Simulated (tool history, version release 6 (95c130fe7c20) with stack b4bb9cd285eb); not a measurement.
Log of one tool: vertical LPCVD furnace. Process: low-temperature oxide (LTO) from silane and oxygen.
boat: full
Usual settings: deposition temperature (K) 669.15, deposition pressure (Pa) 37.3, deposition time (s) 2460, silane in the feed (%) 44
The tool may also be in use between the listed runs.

run,hour,deposition temperature (K),deposition pressure (Pa),deposition time (s),silane in the feed (%),wafers since the last listed run,hours since the last temperature calibration,hours since the pressure gauge was zeroed,hours since the silane flow controller was replaced,hours since the gauge calibration,"read-back reference wafer on the same gauge, thickness",film thickness on the monitor wafer in the middle of the boat (Å)
1,0.0,669.15,37.3,2460,44,0,2874.4,1224.2,3021.6,564.7,470.32,5888.1
2,91.4,662.15,37.3,2940,44,786,2965.8,1315.6,3113.0,656.1,470.77,6547.2
3,144.0,662.15,37.3,2940,44,452,3018.4,1368.2,3165.6,708.7,470.96,6576.3
4,185.2,662.15,37.3,2940,44,354,3059.6,1409.4,3206.8,749.9,470.81,6601.6
5,266.3,669.15,32.0,2970,44,697,3140.7,1490.5,3287.9,831.0,471.29,6211.6
6,307.8,669.15,37.3,2460,44,357,3182.2,1532.0,3329.4,872.5,469.94,5947.1
7,349.7,669.15,37.3,2460,44,360,3224.1,1573.9,3371.3,914.4,471.25,5947.8
8,396.8,669.15,37.3,2460,44,405,3271.2,1621.0,3418.4,961.5,470.99,5961.7
9,448.4,675.15,44.7,2460,44,443,3322.8,1672.6,3470.0,1013.1,469.94,7582.4
10,519.0,675.15,44.7,2460,44,607,3393.4,1743.2,3540.6,1083.7,470.52,7567.2
11,578.1,675.15,44.7,2460,44,508,3452.5,1802.3,3599.7,1142.8,471.33,7576.5
12,616.1,669.15,30.7,2460,44,326,3490.5,1840.3,3637.7,1180.8,471.65,4875.4
13,711.0,669.15,30.7,2460,44,816,3585.4,1935.2,3732.6,1275.7,470.81,4879.9
14,782.4,680.15,41.3,2940,38,614,3656.8,2006.6,3804.0,1347.1,471.47,7613.1
# hour 805.8: gauge calibrated
15,843.3,669.15,34.7,2460,39,523,3717.7,2067.5,3864.9,37.5,470.97,4864.2
16,881.3,669.15,37.3,2460,44,326,3755.7,2105.5,3902.9,75.5,471.54,5959.0
17,957.0,669.15,37.3,2460,44,651,3831.4,2181.2,3978.6,151.2,471.33,5995.0
# hour 1038.8: silane flow controller replaced
18,1048.8,676.15,37.3,2460,44,583,3923.2,2273.0,10.0,243.0,471.72,6230.4
19,1106.9,669.15,37.3,2460,44,499,3981.3,2331.1,68.1,301.1,471.51,5782.5
# hour 1228.2: thermocouples replaced and temperature profile calibrated
20,1295.8,669.15,34.0,3210,44,1418,67.6,2520.0,257.0,490.0,471.16,6888.8
# hour 1481.8: pressure gauge zeroed
21,1482.3,664.15,37.3,2460,44,1398,254.1,0.5,443.5,676.5,470.89,5520.0
22,1511.7,669.15,40.7,2460,44,252,283.5,29.9,472.9,705.9,470.37,6345.3
23,1585.5,669.15,37.3,2460,44,634,357.3,103.7,546.7,779.7,471.40,5850.9
24,1641.2,679.15,37.3,2160,44,479,413.0,159.4,602.4,835.4,471.52,5715.1
25,1726.0,669.15,33.3,2820,44,729,497.8,244.2,687.2,920.2,470.10,5990.6
26,1793.0,661.15,37.3,2460,44,576,564.8,311.2,754.2,987.2,470.71,5304.4
27,1899.2,681.15,42.7,3360,44,913,671.0,417.4,860.4,1093.4,471.35,10316.0

Forecast each of these 4 alternatives for the next run:
A,1904.3,669.15,37.3,2460,40,43,676.1,422.5,865.5,1098.5,?,?
B,1904.3,675.15,37.3,2460,44,43,676.1,422.5,865.5,1098.5,?,?
C,1904.3,669.15,42.0,2460,44,43,676.1,422.5,865.5,1098.5,?,?
D,1904.3,663.15,37.3,2460,44,43,676.1,422.5,865.5,1098.5,?,?

run,"read-back reference wafer on the same gauge, thickness",film thickness on the monitor wafer in the middle of the boat (Å)
A,471.82,5263.9
B,471.82,6238.7
C,471.82,6582.9
D,471.82,5479.7
Without the tool's hidden state the same runs would have given:
run,film thickness on the monitor wafer in the middle of the boat (Å)
A,5173.6
B,6151.7
C,6489.1
D,5400.0

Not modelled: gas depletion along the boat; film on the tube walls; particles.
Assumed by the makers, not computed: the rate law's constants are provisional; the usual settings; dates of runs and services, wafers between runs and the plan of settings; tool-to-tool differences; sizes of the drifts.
